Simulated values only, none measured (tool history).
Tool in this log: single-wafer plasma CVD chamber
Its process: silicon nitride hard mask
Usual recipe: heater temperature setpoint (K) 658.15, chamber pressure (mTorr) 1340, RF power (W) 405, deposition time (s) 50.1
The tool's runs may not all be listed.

run,hour,heater temperature setpoint (K),chamber pressure (mTorr),RF power (W),deposition time (s),wafers since the last listed run,hours since the last thermocouple change,hours since the last RF generator calibration,hours since the last manometer calibration,hours since the showerhead was replaced,hours since the gauge calibration,"read-back reference wafer on the same gauge, thickness_nm",mean film thickness on the monitor wafer (angstrom)
1,0,658.15,1340,405,50.1,0,2156.2,2546.8,1793.6,7644.3,197.6,56,656.85
# hour 8: capacitance manometer re-zeroed and calibrated
2,8.5,658.15,1340,405,50.1,10,2164.7,2555.3,0.5,7652.8,206.1,55.996,644.64
3,23.8,658.15,1340,405,50.1,318,2180,2570.6,15.8,7668.1,221.4,55.994,641.92
4,33.7,658.15,1340,405,50.1,206,2189.9,2580.5,25.7,7678,231.3,55.995,643.47
5,45.9,658.15,1340,405,50.1,254,2202.1,2592.7,37.9,7690.2,243.5,55.997,643.87
# hour 59.7: thermocouple changed; heater temperature recalibrated
6,60.2,666.15,1340,405,43.2,131,0.5,2607,52.2,7704.5,257.8,55.997,553.46
7,66.4,666.15,1340,405,43.2,129,6.7,2613.2,58.4,7710.7,264,55.996,554.6
8,75.6,658.15,1340,430,44,191,15.9,2622.4,67.6,7719.9,273.2,55.998,587.96
# hour 94.3: RF generator calibrated
# hour 99.3: showerhead replaced
9,99.8,671.15,1210,350,46.7,233,40.1,5.5,91.8,0.5,297.4,55.99,560.88
10,104.7,672.15,1010,325,41,102,45,10.4,96.7,5.4,302.3,56,442.57
11,117,658.15,1340,325,55.2,256,57.3,22.7,109,17.7,314.6,55.991,651.61
12,142.3,665.15,1110,405,58.7,527,82.6,48,134.3,43,339.9,56,757.11
13,156.1,649.15,1340,405,50.1,287,96.4,61.8,148.1,56.8,353.7,55.995,688.75
# hour 171.1: gauge calibrated
14,172.5,664.15,1340,405,50.1,341,112.8,78.2,164.5,73.2,1.4,55.992,684.79
15,186.6,658.15,1340,405,50.1,293,126.9,92.3,178.6,87.3,15.5,56.006,683.78
16,197.6,648.15,1570,380,50.1,229,137.9,103.3,189.6,98.3,26.5,56.005,689.44
17,210,658.15,1340,405,50.1,258,150.3,115.7,202,110.7,38.9,55.996,683.46
18,221.1,658.15,1340,405,50.1,231,161.4,126.8,213.1,121.8,50,55.989,682.79
19,232.2,667.15,1670,405,50.1,231,172.5,137.9,224.2,132.9,61.1,55.995,726.94
20,241.6,658.15,1460,405,58.4,195,181.9,147.3,233.6,142.3,70.5,56.022,817.44
21,252.6,672.15,1010,325,41,229,192.9,158.3,244.6,153.3,81.5,55.988,441.96
22,266.8,658.15,1340,430,42.3,295,207.1,172.5,258.8,167.5,95.7,56.022,600.71
23,281.8,658.15,1340,405,50.1,312,222.1,187.5,273.8,182.5,110.7,55.994,685.57
24,290.1,664.15,1610,330,50.1,172,230.4,195.8,282.1,190.8,119,55.995,629.93
25,302.7,658.15,1620,405,50.1,262,243,208.4,294.7,203.4,131.6,56,723.77
26,309.2,658.15,1560,330,50.1,135,249.5,214.9,301.2,209.9,138.1,55.999,626.44
27,336.1,658.15,1340,405,50.1,560,276.4,241.8,328.1,236.8,165,56.01,686.06
28,346.1,658.15,1340,405,50.1,208,286.4,251.8,338.1,246.8,175,55.997,687.27
29,362.1,658.15,1340,460,50.1,333,302.4,267.8,354.1,262.8,191,55.993,737.86
30,371.6,663.15,1500,325,56.4,197,311.9,277.3,363.6,272.3,200.5,55.99,686.36

What if the next run were any one of these 3? Each begins from the tool's condition after run 30:
A,372,658.15,1340,325,50.1,8,312.3,277.7,364,272.7,200.9,?,?
B,372,658.15,1340,405,40.9,8,312.3,277.7,364,272.7,200.9,?,?
C,372,658.15,1480,405,57.2,8,312.3,277.7,364,272.7,200.9,?,?

run,"read-back reference wafer on the same gauge, thickness_nm",mean film thickness on the monitor wafer (angstrom)
A,55.994,591
B,55.994,558.08
C,55.994,802.12
Take away the tool's hidden state, keep each run's random variation, and the runs would have read:
run,mean film thickness on the monitor wafer (angstrom)
A,591.21
B,557.55
C,801.65
